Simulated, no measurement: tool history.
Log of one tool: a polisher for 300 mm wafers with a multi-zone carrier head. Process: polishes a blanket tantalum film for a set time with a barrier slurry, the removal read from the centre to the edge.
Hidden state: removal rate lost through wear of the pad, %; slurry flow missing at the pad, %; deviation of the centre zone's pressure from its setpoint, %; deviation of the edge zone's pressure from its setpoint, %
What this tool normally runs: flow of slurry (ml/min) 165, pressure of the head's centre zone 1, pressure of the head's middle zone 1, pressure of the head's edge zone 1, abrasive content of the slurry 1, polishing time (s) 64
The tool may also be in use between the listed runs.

run   hour  flow of slurry (ml/min)  pressure of the head's centre zone  pressure of the head's middle zone  pressure of the head's edge zone  abrasive content of the slurry  polishing time (s)  wafers since the last listed run  wafers polished on this pad  hours since the slurry nozzle was cleaned  hours since the centre zone pressure was calibrated  hours since the edge zone pressure was calibrated  hours since the carrier head's membrane was replaced  incoming thickness of the incoming film, nm  film removed at the wafer's centre (angstrom)  film removed at mid-radius (angstrom)  film removed at the wafer's edge (angstrom)
  1      0                      165                                   1                                   1                                 1                               1                  64                                 0                          324                                      634.9                                                  984                                              374.2                                                1346.6                                        423.2                                            657                                    683                                          695
  2   11.3                      165                                   1                                   1                                 1                               1                  64                               115                          440                                      646.2                                                995.3                                              385.5                                                1357.9                                        422.3                                            664                                    670                                          700
  3   19.3                      165                                   1                                   1                                 1                               1                  64                                82                          522                                      654.2                                               1003.3                                              393.5                                                1365.9                                        434.2                                            685                                    668                                          670
      28.3  -- worn pad replaced by a new one, repeated, since the last time left the tool worse
  4     34                      165                                   1                                   1                                 1                               1                  64                               109                           58                                      668.9                                                 1018                                              408.2                                                1380.6                                        433.3                                            788                                    786                                          794
  5   40.6                      140                                   1                                   1                                 1                               1                  64                                67                          126                                      675.5                                               1024.6                                              414.8                                                1387.2                                        433.7                                            785                                    764                                          778
  6   47.5                      140                                   1                                   1                                 1                               1                  64                                70                          197                                      682.4                                               1031.5                                              421.7                                                1394.1                                        422.5                                            767                                    770                                          772
  7   62.7                      140                                   1                                   1                                 1                               1                  64                               155                          353                                      697.6                                               1046.7                                              436.9                                                1409.3                                        429.5                                            753                                    761                                          762
      77.1  -- slurry nozzle cleaned
  8   78.6                      165                                1.08                                   1                                 1                            0.75                  64                               152                          506                                        1.5                                               1062.6                                              452.8                                                1425.2                                        432.6                                            733                                    697                                          715
      82.1  -- edge zone pressure recalibrated
  9   93.3                      165                                   1                                   1                                 1                               1                  64                               130                          636                                       16.2                                               1077.3                                               11.2                                                1439.9                                        423.9                                            791                                    775                                          785
     123.3  -- worn pad replaced by a new one
       136  -- carrier head's membrane replaced by a new one
 10    144                      165                                   1                                   1                              1.11                               1                  64                               427                          161                                       66.9                                                 1128                                               61.9                                                     8                                        432.8                                            784                                    788                                          826
 11  156.5                      165                                   1                                   1                                 1                               1                  64                               128                          289                                       79.4                                               1140.5                                               74.4                                                  20.5                                        437.4                                            767                                    778                                          803
 12  167.4                      185                                   1                                   1                              1.11                            1.25                  46                               111                          401                                       90.3                                               1151.4                                               85.3                                                  31.4                                        432.6                                            615                                    602                                          633
     182.2  -- centre zone pressure recalibrated
 13  183.2                      165                                0.91                                   1                                 1                               1                  64                               141                          542                                      106.1                                                    1                                              101.1                                                  47.2                                        431.8                                            703                                    777                                          787
 14  189.6                      165                                   1                                   1                                 1                               1                  42                                65                          608                                      112.5                                                  7.4                                              107.5                                                  53.6                                        434.1                                            497                                    507                                          505
 15  200.1                      220                                   1                                   1                                 1                               1                  64                               107                          716                                        123                                                 17.9                                                118                                                  64.1                                        427.3                                            778                                    794                                          794
 16  215.8                      165                                0.95                                1.11                                 1                            1.25                  64                               161                          877                                      138.7                                                 33.6                                              133.7                                                  79.8                                        428.9                                            770                                    882                                          811
     225.2  -- worn pad replaced by a new one
 17  233.7                      165                                0.91                                   1                              0.89                            1.15                  64                               142                           87                                      156.6                                                 51.5                                              151.6                                                  97.7                                        431.7                                            779                                    835                                          778
 18  249.9                      165                                   1                                   1                                 1                             0.9                  64                               166                          253                                      172.8                                                 67.7                                              167.8                                                 113.9                                        429.7                                            777                                    772                                          762
 19  260.1                      165                                   1                                   1                                 1                               1                  64                               104                          358                                        183                                                 77.9                                                178                                                 124.1                                        428.1                                            774                                    783                                          787
 20  268.7                      165                                   1                                1.11                                 1                            1.25                  64                                88                          446                                      191.6                                                 86.5                                              186.6                                                 132.7                                        432.5                                            821                                    921                                          840

Run 21 has not been measured yet. What should we expect?
 21  277.5                      165                                   1                                   1                                 1                               1                  64                                90                          536                                      200.4                                                 95.3                                              195.4                                                 141.5                                          428                                              ?                                      ?                                            ?

{"run 21": {"film removed at the wafer's centre (angstrom)": 782, "film removed at mid-radius (angstrom)": 778, "film removed at the wafer's edge (angstrom)": 788}}
Had the tool carried no hidden state, the very same run would have given film removed at the wafer's centre (angstrom) 796, film removed at mid-radius (angstrom) 791, film removed at the wafer's edge (angstrom) 802.
